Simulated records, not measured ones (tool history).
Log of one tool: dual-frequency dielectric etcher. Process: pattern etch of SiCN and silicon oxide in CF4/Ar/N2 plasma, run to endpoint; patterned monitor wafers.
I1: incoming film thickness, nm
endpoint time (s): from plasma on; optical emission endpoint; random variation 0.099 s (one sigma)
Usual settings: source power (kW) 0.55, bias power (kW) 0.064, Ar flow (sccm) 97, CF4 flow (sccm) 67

Run 1, hour 0: usual settings; I1 13.15. Result: endpoint time (s) 13.4.
Run 2, hour 20: usual settings; I1 13.09. Result: endpoint time (s) 13.1.
At hour 31.7: Ar flow controller replaced.
Run 3, hour 41.8: usual settings; I1 13.12. Result: endpoint time (s) 13.3.
Run 4, hour 72.3: usual settings; I1 13.26. Result: endpoint time (s) 13.3.
Run 5, hour 90.3: usual settings but source power (kW) 0.45, bias power (kW) 0.079; I1 13.17. Result: endpoint time (s) 13.4.
Run 6, hour 123.7: usual settings but bias power (kW) 0.055; I1 13.16. Result: endpoint time (s) 14.1.
At hour 155.6: wet clean of the chamber.
Run 7, hour 156.1: usual settings but source power (kW) 0.43, bias power (kW) 0.053, Ar flow (sccm) 107, CF4 flow (sccm) 53; I1 13.15. Result: endpoint time (s) 18.5.
Run 8, hour 156.4: usual settings but Ar flow (sccm) 110; I1 13.03. Result: endpoint time (s) 13.5.
Run 9, hour 180.1: usual settings but source power (kW) 0.43, bias power (kW) 0.077, Ar flow (sccm) 114; I1 13.28. Result: endpoint time (s) 14.6.
Run 10, hour 197.3: usual settings but source power (kW) 0.5, bias power (kW) 0.069, Ar flow (sccm) 75, CF4 flow (sccm) 51; I1 13.33. Result: endpoint time (s) 14.3.
Run 11, hour 211.4: usual settings but source power (kW) 0.42; I1 13.16. Result: endpoint time (s) 15.9.
Run 12, hour 242.8: usual settings but source power (kW) 0.45, Ar flow (sccm) 111; I1 13.26. Result: endpoint time (s) 15.4.
At hour 261.1: bias power generator calibrated.
Run 13, hour 261.6: usual settings; I1 13.13. Result: endpoint time (s) 13.3.
Run 14, hour 287.5: usual settings; I1 13.19. Result: endpoint time (s) 13.2.
Run 15, hour 314.4: usual settings; I1 13.23. Result: endpoint time (s) 13.1.
Run 16, hour 344.2: usual settings but source power (kW) 0.5, bias power (kW) 0.05, CF4 flow (sccm) 81; I1 13.24. Result: endpoint time (s) 15.2.
Run 17, hour 359.7: usual settings but source power (kW) 0.66, bias power (kW) 0.049, CF4 flow (sccm) 77; I1 13.09. Result: endpoint time (s) 12.6.
Run 18, hour 390.8: usual settings but source power (kW) 0.6, bias power (kW) 0.059, Ar flow (sccm) 112; I1 13.14. Result: endpoint time (s) 13.2.
Run 19, hour 413.1: usual settings; I1 13.14. Result: endpoint time (s) 12.9.
Run 20, hour 445.2: usual settings; I1 13.11. Result: endpoint time (s) 13.1.
Run 21, hour 472.2: usual settings but source power (kW) 0.44, bias power (kW) 0.049, CF4 flow (sccm) 57; I1 13.13. Result: endpoint time (s) 17.8.
At hour 513.7: wet clean of the chamber.
Run 22, hour 514.2: usual settings but source power (kW) 0.5, bias power (kW) 0.074, Ar flow (sccm) 106, CF4 flow (sccm) 51; I1 13.09. Result: endpoint time (s) 14.2.
Run 23, hour 523.2: usual settings but Ar flow (sccm) 83; I1 13.19. Result: endpoint time (s) 13.2.

Hidden state or all else? Some run-to-run changes of endpoint time (s), split into what the settings, what came in and random variation would give without the hidden state, and what is left for the hidden state (with any gauge scatter that isn't in both results):
The hidden state here: etch rate over this chamber's usual, %; source power that arrives over what is set, %; bias power that arrives over what is set, %; Ar flow that arrives over what is set, %; CF4 flow that arrives over what is set, %.
Run 6 -> 7: source power (kW) 0.55 -> 0.43, bias power (kW) 0.055 -> 0.053, Ar flow (sccm) 97 -> 107, CF4 flow (sccm) 67 -> 53, wet clean of the chamber. endpoint time (s) +4.4: hidden state +0.4, all else +4.
Run 7 -> 8: source power (kW) 0.43 -> 0.55, bias power (kW) 0.053 -> 0.064, Ar flow (sccm) 107 -> 110, CF4 flow (sccm) 53 -> 67. endpoint time (s) -5: hidden state +0, all else -5.
Run 20 -> 21: source power (kW) 0.55 -> 0.44, bias power (kW) 0.064 -> 0.049, CF4 flow (sccm) 67 -> 57. endpoint time (s) +4.7: hidden state -0.3, all else +5.
Run 21 -> 22: source power (kW) 0.44 -> 0.5, bias power (kW) 0.049 -> 0.074, Ar flow (sccm) 97 -> 106, CF4 flow (sccm) 57 -> 51, wet clean of the chamber. endpoint time (s) -3.6: hidden state +0.8, all else -4.4.
